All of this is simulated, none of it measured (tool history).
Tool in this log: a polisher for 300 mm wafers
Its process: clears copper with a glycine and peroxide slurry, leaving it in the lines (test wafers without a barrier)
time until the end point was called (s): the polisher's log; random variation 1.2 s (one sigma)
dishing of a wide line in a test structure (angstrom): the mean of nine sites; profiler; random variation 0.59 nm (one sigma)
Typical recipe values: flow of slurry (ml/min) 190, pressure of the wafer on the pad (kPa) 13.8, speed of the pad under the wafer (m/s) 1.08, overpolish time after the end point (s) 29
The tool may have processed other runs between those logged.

run   hour  flow of slurry (ml/min)  pressure of the wafer on the pad (kPa)  speed of the pad under the wafer (m/s)  overpolish time after the end point (s)  wafers since the last listed run  wafers polished on this pad  hours since the slurry nozzle was cleaned  hours since the head pressure was calibrated  incoming thickness of the incoming film, nm  time until the end point was called (s)  dishing of a wide line in a test structure (angstrom)
  1      0                      190                                    13.8                                    1.08                                       29                                 0                          611                                      136.7                                         128.5                                        543.6                                    131.2                                                    584
  2   59.2                      190                                    13.8                                    1.08                                       29                               541                         1152                                      195.9                                         187.7                                        544.6                                    131.9                                                    575
  3  157.1                      190                                    13.8                                    1.08                                       29                               894                         2047                                      293.8                                         285.6                                        535.2                                    126.4                                                    575
  4  199.9                      190                                    13.8                                    1.08                                       29                               391                         2438                                      336.6                                         328.4                                        539.1                                    130.9                                                    575
     221.8  -- slurry nozzle cleaned
     265.5  -- worn pad replaced by a new one
  5  281.4                      190                                    13.8                                    1.08                                       29                               699                          145                                       59.6                                         409.9                                        550.3                                      132                                                    589
  6  472.2                      190                                    13.8                                    1.08                                       29                              1744                         1889                                      250.4                                         600.7                                        529.5                                    129.2                                                    578
     488.1  -- head pressure recalibrated
  7  577.7                      190                                    13.8                                    1.08                                       29                               946                         2835                                      355.9                                          89.6                                        536.6                                    129.5                                                    573
     583.2  -- slurry nozzle cleaned
     593.2  -- worn pad replaced by a new one
  8  634.1                      190                                    13.8                                    1.08                                       29                               469                          373                                       50.9                                           146                                        543.5                                    132.1                                                    573
  9  687.7                      190                                    13.8                                    1.08                                       29                               489                          863                                      104.5                                         199.6                                        540.3                                    130.4                                                    578
 10  770.1                      190                                    13.8                                    1.08                                       29                               753                         1617                                      186.9                                           282                                        544.6                                    130.2                                                    579

Estimate the outcome of run 11 from the log above:
 11  831.6                      245                                       9                                     1.2                                       20                               562                         2179                                      248.4                                         343.5                                        534.4                                        ?                                                      ?

time until the end point was called (s): 142.1
dishing of a wide line in a test structure (angstrom): 436
With the hidden condition absent and the run-to-run variation left alone, this run would have shown time until the end point was called (s) 142.1, dishing of a wide line in a test structure (angstrom) 436.

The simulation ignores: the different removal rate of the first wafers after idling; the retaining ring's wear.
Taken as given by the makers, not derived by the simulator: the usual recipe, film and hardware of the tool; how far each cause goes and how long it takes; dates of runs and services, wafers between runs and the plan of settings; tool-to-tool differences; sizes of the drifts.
